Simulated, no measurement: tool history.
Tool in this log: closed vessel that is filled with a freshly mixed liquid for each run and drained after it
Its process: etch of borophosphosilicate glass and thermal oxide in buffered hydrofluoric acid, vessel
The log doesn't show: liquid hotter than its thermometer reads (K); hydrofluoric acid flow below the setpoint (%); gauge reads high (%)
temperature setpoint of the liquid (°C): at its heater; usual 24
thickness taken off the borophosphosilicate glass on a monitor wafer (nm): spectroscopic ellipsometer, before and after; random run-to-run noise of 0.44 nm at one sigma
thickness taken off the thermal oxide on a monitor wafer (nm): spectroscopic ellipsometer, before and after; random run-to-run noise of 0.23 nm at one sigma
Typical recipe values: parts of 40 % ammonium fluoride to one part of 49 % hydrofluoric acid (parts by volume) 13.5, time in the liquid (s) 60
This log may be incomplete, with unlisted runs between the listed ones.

run,hour,temperature setpoint of the liquid (°C),parts of 40 % ammonium fluoride to one part of 49 % hydrofluoric acid (parts by volume),time in the liquid (s),wafers since the last listed run,hours since the thermometer was replaced,hours since the hydrofluoric acid flow meter was replaced,hours since the gauge calibration,"read-back film thickness of the borophosphosilicate glass reference wafer, read on the same gauge (nm)","read-back film thickness of the thermal oxide reference wafer, read on the same gauge (nm)",thickness taken off the borophosphosilicate glass on a monitor wafer (nm),thickness taken off the thermal oxide on a monitor wafer (nm)
1,0,22.5,13.5,45,0,2468,135.7,1152.9,40.01,119.99,69.11,36.27
2,19.9,20.5,18,50,2612,2487.9,155.6,1172.8,40,120.01,52.22,27.24
3,58.5,24,13.5,60,5066,2526.5,194.2,1211.4,40.01,120.01,100.52,53.19
4,74.4,24,18,60,2087,2542.4,210.1,1227.3,40.01,120,76.19,40
5,105.7,29,16,60,4108,2573.7,241.4,1258.6,39.98,119.99,110.13,58.63
6,120.1,24,13.5,60,1890,2588.1,255.8,1273,40.05,119.99,99.82,52.97
7,151.5,22,8,50,4121,2619.5,287.2,1304.4,39.98,120,123.77,64.63
# hour 165.9: thermometer replaced
8,179.3,22,13.5,60,3517,13.4,315,1332.2,40.02,119.99,80.8,42.71
9,205.9,24,13.5,60,3491,40,341.6,1358.8,40,120.01,88.98,47.58
10,233.4,24,13.5,85,3609,67.5,369.1,1386.3,40.02,120,127.86,66.38
11,262,28,8.5,30,3754,96.1,397.7,1414.9,39.99,119.98,84.86,44.51
12,291,28,12,60,3806,125.1,426.7,1443.9,40.02,120.01,124.14,65.96
13,305.4,24,13.5,60,1890,139.5,441.1,1458.3,40.02,120,90.29,47.13
# hour 319.3: gauge calibrated
14,322.4,26.5,17,60,2231,156.5,458.1,3.1,39.99,119.98,80.9,43.55
15,418.5,26.5,15.5,60,12614,252.6,554.2,99.2,40.02,120,89.84,47.34
16,443.7,25.5,19,60,3307,277.8,579.4,124.4,39.99,120,69.28,36.66
17,463,20,9.5,60,2533,297.1,598.7,143.7,39.99,120,101.51,53.13
18,487.6,24,13.5,60,3229,321.7,623.3,168.3,40.03,120,89.77,47.46

Forecast run 19:
19,522.3,24,13.5,90,4554,356.4,658,203,?,?,?,?

{"run 19": {"read-back film thickness of the borophosphosilicate glass reference wafer, read on the same gauge (nm)": 39.98, "read-back film thickness of the thermal oxide reference wafer, read on the same gauge (nm)": 119.99, "thickness taken off the borophosphosilicate glass on a monitor wafer (nm)": 134.57, "thickness taken off the thermal oxide on a monitor wafer (nm)": 70.8}}
Had the tool carried no hidden state, the very same run would have given thickness taken off the borophosphosilicate glass on a monitor wafer (nm) 136.87, thickness taken off the thermal oxide on a monitor wafer (nm) 71.99.
